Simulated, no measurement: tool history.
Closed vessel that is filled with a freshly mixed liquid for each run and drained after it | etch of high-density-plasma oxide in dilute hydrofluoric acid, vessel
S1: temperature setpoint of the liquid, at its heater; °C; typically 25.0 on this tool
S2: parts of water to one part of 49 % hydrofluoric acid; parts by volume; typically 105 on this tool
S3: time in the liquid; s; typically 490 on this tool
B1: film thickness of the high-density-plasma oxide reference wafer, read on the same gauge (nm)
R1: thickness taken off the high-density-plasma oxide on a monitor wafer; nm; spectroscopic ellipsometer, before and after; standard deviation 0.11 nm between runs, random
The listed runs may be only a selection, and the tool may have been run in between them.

run     day    S1   S2   S3      B1     R1
  1   0.000  25.0  105  490  149.99  26.47
  2   2.725  25.0  105  490  149.99  26.39
  3   4.117  25.0  105  490  149.98  26.46
  4   5.362  25.0  105  490  150.01  26.40
  5   7.721  25.0  105  490  150.07  26.39
  6   9.221  25.0  105  490  150.00  26.27
  7  10.283  25.0  105  490  150.01  26.16
  8  11.908  25.0  105  325  150.04  17.39
  9  13.767  25.0  105  325  149.99  17.44
 10  15.325  23.0  105  490  149.95  24.06
 11  16.342  23.0  105  490  149.95  24.30
 12  19.142  23.0  105  490  150.03  24.28
 13  22.025  25.0  105  490  150.05  26.02
 14  24.183  25.0  105  490  149.99  26.00
 15  25.250  22.5  145  280  149.97   9.43
     25.754  -- thermometer replaced
 16  26.900  22.5  130  600  150.02  23.60
 17  28.908  25.0  105  645  150.02  35.30
 18  30.996  27.5   85  620  150.00  47.54
 19  36.175  25.0  105  490  149.97  26.96
     36.496  -- gauge calibrated
 20  37.479  25.0  105  490  149.98  26.96
 21  38.496  25.0  105  490  150.01  26.96
 22  40.608  25.0  150  725  149.99  26.59
 23  41.850  25.0  105  565  150.01  30.83
     42.425  -- hydrofluoric acid flow meter replaced
 24  44.479  27.0  105  570  150.02  33.69
 25  46.338  23.0   60  200  149.97  18.70
 26  48.096  21.0  105  415  150.02  19.43
 27  49.958  23.5  105  490  150.01  25.44
 28  51.179  20.5  150  655  149.97  19.91
 29  53.508  23.5  105  490  149.96  25.13
 30  55.671  20.5   85  670  149.96  38.31
 31  57.942  25.0  105  490  150.03  26.77

Each run again, without the hidden state but with its own random variation kept:
The tool's hidden condition here consists of: liquid colder than its thermometer reads (K); hydrofluoric acid flow below the setpoint (%); gauge reads high (%).
run     R1
  1  27.23
  2  27.17
  3  27.26
  4  27.21
  5  27.21
  6  27.11
  7  27.01
  8  17.96
  9  18.02
 10  24.89
 11  25.14
 12  25.15
 13  26.96
 14  26.96
 15   9.78
 16  23.68
 17  35.44
 18  47.75
 19  27.13
 20  27.14
 21  27.14
 22  26.79
 23  31.07
 24  33.98
 25  18.89
 26  19.63
 27  25.71
 28  20.12
 29  25.42
 30  38.81
 31  27.11
